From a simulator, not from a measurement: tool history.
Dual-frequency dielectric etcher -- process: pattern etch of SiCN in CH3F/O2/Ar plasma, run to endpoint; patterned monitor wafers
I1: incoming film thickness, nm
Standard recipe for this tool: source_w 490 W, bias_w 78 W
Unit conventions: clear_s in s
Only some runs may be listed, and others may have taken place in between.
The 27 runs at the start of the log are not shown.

run 28 hour=352.7 | source_w=380 bias_w=66 | I1=7.86 | clear_s=24.3
run 29 hour=365.3 | source_w=490 bias_w=78 | I1=7.90 | clear_s=20.8
run 30 hour=379.0 | source_w=490 bias_w=66 | I1=7.96 | clear_s=21.5
run 31 hour=389.5 | source_w=490 bias_w=90 | I1=7.91 | clear_s=20.3
run 32 hour=416.9 | source_w=540 bias_w=98 | I1=7.93 | clear_s=19.0
run 33 hour=425.9 | source_w=380 bias_w=70 | I1=7.97 | clear_s=24.8
run 34 hour=434.3 | source_w=490 bias_w=78 | I1=7.93 | clear_s=21.1
run 35 hour=441.5 | source_w=490 bias_w=78 | I1=7.92 | clear_s=21.1
run 36 hour=454.8 | source_w=490 bias_w=89 | I1=7.91 | clear_s=20.3

Predict each of these 3 candidate next runs independently; none follows another, all start after run 36:
run A hour=455.2 | source_w=490 bias_w=78 | I1=7.85 | clear_s=?
run B hour=455.2 | source_w=410 bias_w=63 | I1=7.85 | clear_s=?
run C hour=455.2 | source_w=490 bias_w=98 | I1=7.85 | clear_s=?

run=A clear_s=21.0
run=B clear_s=24.0
run=C clear_s=20.0
Without the tool's hidden state the same runs would have given:
run=A clear_s=20.0
run=B clear_s=22.8
run=C clear_s=19.0
